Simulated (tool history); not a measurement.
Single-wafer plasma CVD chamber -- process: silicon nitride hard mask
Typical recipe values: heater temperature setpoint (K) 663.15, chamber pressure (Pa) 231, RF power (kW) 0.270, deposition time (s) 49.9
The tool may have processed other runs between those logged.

run	hour	heater temperature setpoint (K)	chamber pressure (Pa)	RF power (kW)	deposition time (s)	read-back reference wafer on the same gauge, thickness_nm	mean film thickness on the monitor wafer (nm)
1	0.0	663.15	231	0.270	49.9	55.118	62.183
# hour 17.1: thermocouple changed; heater temperature recalibrated
2	44.5	671.15	231	0.270	49.9	55.176	60.901
3	134.4	671.15	231	0.270	49.9	55.278	61.776
4	240.0	663.15	184	0.280	49.9	55.249	57.730
5	324.4	663.15	184	0.280	49.9	55.328	57.897
6	361.6	663.15	231	0.270	49.9	55.349	61.225
7	434.4	663.15	231	0.270	49.9	55.294	61.329
# hour 457.6: capacitance manometer re-zeroed and calibrated
8	519.6	663.15	231	0.270	49.9	55.302	61.744
9	627.2	663.15	231	0.240	49.9	55.311	58.579
10	673.5	663.15	231	0.240	49.9	55.321	58.891
# hour 719.7: gauge calibrated
11	748.0	663.15	231	0.270	49.9	53.832	59.756
12	849.1	663.15	268	0.270	49.9	54.115	62.948
13	906.4	663.15	265	0.230	52.6	54.210	61.852
14	943.0	654.15	255	0.310	45.9	54.317	61.304
15	1003.6	663.15	231	0.270	46.1	54.362	55.345

Run 16 is up next; what results do you expect?
# hour 1012.9: RF generator calibrated
# hour 1035.3: thermocouple changed; heater temperature recalibrated
16	1055.3	663.15	231	0.290	42.9	?	?

{"run 16": {"read-back reference wafer on the same gauge, thickness_nm": 54.543, "mean film thickness on the monitor wafer (nm)": 53.542}}
With no hidden state in the tool, this same run would have given mean film thickness on the monitor wafer (nm) 52.397.
